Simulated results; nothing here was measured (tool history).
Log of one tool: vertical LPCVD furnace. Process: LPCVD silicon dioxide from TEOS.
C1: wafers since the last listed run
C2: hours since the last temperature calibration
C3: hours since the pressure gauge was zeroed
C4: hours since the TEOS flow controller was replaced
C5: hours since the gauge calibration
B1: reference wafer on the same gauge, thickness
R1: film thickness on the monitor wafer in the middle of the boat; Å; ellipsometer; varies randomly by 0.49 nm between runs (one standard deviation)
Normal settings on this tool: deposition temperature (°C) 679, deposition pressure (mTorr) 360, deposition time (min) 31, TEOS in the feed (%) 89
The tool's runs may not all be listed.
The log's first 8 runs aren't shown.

Run 9, day 5.204: usual settings; C1 386; C2 3424.3; C3 49.3; C4 4167.8; C5 506.9; B1 196.02. Result: R1 1820.7 Å.
Run 10, day 5.912: usual settings but TEOS in the feed (%) 81; C1 369; C2 3441.3; C3 66.3; C4 4184.8; C5 523.9; B1 196. Result: R1 1741.5 Å.
Run 11, day 6.596: usual settings; C1 356; C2 3457.7; C3 82.7; C4 4201.2; C5 540.3; B1 196. Result: R1 1828.9 Å.
Run 12, day 7.1: usual settings but deposition time (min) 19.5; C1 262; C2 3469.8; C3 94.8; C4 4213.3; C5 552.4; B1 195.99. Result: R1 1150.6 Å.
Run 13, day 7.558: usual settings but deposition temperature (°C) 686, deposition time (min) 22.5, TEOS in the feed (%) 97; C1 238; C2 3480.8; C3 105.8; C4 4224.3; C5 563.4; B1 196.13. Result: R1 1636.9 Å.
Run 14, day 8.288: usual settings; C1 380; C2 3498.3; C3 123.3; C4 4241.8; C5 580.9; B1 195.99. Result: R1 1825.7 Å.
Run 15, day 8.796: usual settings but deposition time (min) 42, TEOS in the feed (%) 97; C1 264; C2 3510.5; C3 135.5; C4 4254; C5 593.1; B1 196.2. Result: R1 2575.6 Å.
At day 9.817: thermocouples replaced and temperature profile calibrated.
Run 16, day 9.838: usual settings but deposition temperature (°C) 669, TEOS in the feed (%) 76; C1 21; C2 0.5; C3 160.5; C4 4279; C5 618.1; B1 196.14. Result: R1 1210.2 Å.
Run 17, day 10.008: usual settings but TEOS in the feed (%) 97; C1 89; C2 4.6; C3 164.6; C4 4283.1; C5 622.2; B1 195.94. Result: R1 1737.2 Å.
Run 18, day 10.821: usual settings but deposition temperature (°C) 667, deposition pressure (mTorr) 405; C1 423; C2 24.1; C3 184.1; C4 4302.6; C5 641.7; B1 196.03. Result: R1 1319.8 Å.
At day 12.338: TEOS flow controller replaced.
Run 19, day 12.358: usual settings but deposition temperature (°C) 669, deposition pressure (mTorr) 430, deposition time (min) 42, TEOS in the feed (%) 97; C1 280; C2 61; C3 221; C4 0.5; C5 678.6; B1 195.9. Result: R1 2030.8 Å.
At day 12.4: gauge calibrated.
Run 20, day 12.529: usual settings but deposition temperature (°C) 672, TEOS in the feed (%) 81; C1 89; C2 65.1; C3 225.1; C4 4.6; C5 3.1; B1 196.22. Result: R1 1344.7 Å.
Run 21, day 12.704: usual settings but deposition pressure (mTorr) 410, deposition time (min) 28, TEOS in the feed (%) 97; C1 91; C2 69.3; C3 229.3; C4 8.8; C5 7.3; B1 196. Result: R1 1691.1 Å.
Run 22, day 13.154: usual settings but deposition temperature (°C) 690, deposition pressure (mTorr) 330, TEOS in the feed (%) 82; C1 234; C2 80.1; C3 240.1; C4 19.6; C5 18.1; B1 196.08. Result: R1 2015.3 Å.
Run 23, day 14.275: usual settings; C1 584; C2 107; C3 267; C4 46.5; C5 45; B1 196.11. Result: R1 1673 Å.
Run 24, day 14.892: usual settings but deposition pressure (mTorr) 325, TEOS in the feed (%) 97; C1 321; C2 121.8; C3 281.8; C4 61.3; C5 59.8; B1 196.04. Result: R1 1657.8 Å.
Run 25, day 15.338: usual settings but deposition temperature (°C) 675, TEOS in the feed (%) 80; C1 232; C2 132.5; C3 292.5; C4 72; C5 70.5; B1 196.09. Result: R1 1447.5 Å.
Run 26, day 15.696: usual settings but deposition temperature (°C) 686; C1 186; C2 141.1; C3 301.1; C4 80.6; C5 79.1; B1 196.04. Result: R1 1982.4 Å.
Run 27, day 16.083: usual settings but deposition temperature (°C) 684, deposition pressure (mTorr) 280, deposition time (min) 25; C1 201; C2 150.4; C3 310.4; C4 89.9; C5 88.4; B1 196.01. Result: R1 1342.9 Å.
Run 28, day 16.767: usual settings but deposition pressure (mTorr) 415, TEOS in the feed (%) 97; C1 356; C2 166.8; C3 326.8; C4 106.3; C5 104.8; B1 195.84. Result: R1 1884.7 Å.
Run 29, day 17.304: usual settings but deposition pressure (mTorr) 310; C1 280; C2 179.7; C3 339.7; C4 119.2; C5 117.7; B1 195.79. Result: R1 1558.7 Å.
Run 30, day 17.808: usual settings but deposition temperature (°C) 683; C1 262; C2 191.8; C3 351.8; C4 131.3; C5 129.8; B1 196.24. Result: R1 1848.4 Å.

Here are 5 independent what-if runs from the current tool condition. What would each one return?
Run A, day 17.988: usual settings; C1 93; C2 196.1; C3 356.1; C4 135.6; C5 134.1; B1 ?. Result: R1 ?.
Run B, day 17.988: usual settings but deposition temperature (°C) 690, TEOS in the feed (%) 97; C1 93; C2 196.1; C3 356.1; C4 135.6; C5 134.1; B1 ?. Result: R1 ?.
Run C, day 17.988: usual settings but deposition temperature (°C) 687, deposition time (min) 19.5; C1 93; C2 196.1; C3 356.1; C4 135.6; C5 134.1; B1 ?. Result: R1 ?.
Run D, day 17.988: usual settings but deposition pressure (mTorr) 310, deposition time (min) 37; C1 93; C2 196.1; C3 356.1; C4 135.6; C5 134.1; B1 ?. Result: R1 ?.
Run E, day 17.988: usual settings but deposition pressure (mTorr) 330, deposition time (min) 43, TEOS in the feed (%) 97; C1 93; C2 196.1; C3 356.1; C4 135.6; C5 134.1; B1 ?. Result: R1 ?.

run      B1      R1
  A  196.09  1686.5
  B  196.09  2292.5
  C  196.09  1286.1
  D  196.09  1867.9
  E  196.09  2338.2
With no hidden state in the tool, these same runs would have given:
run      R1
  A    1660
  B  2257.2
  C  1266.2
  D  1838.5
  E  2301.5
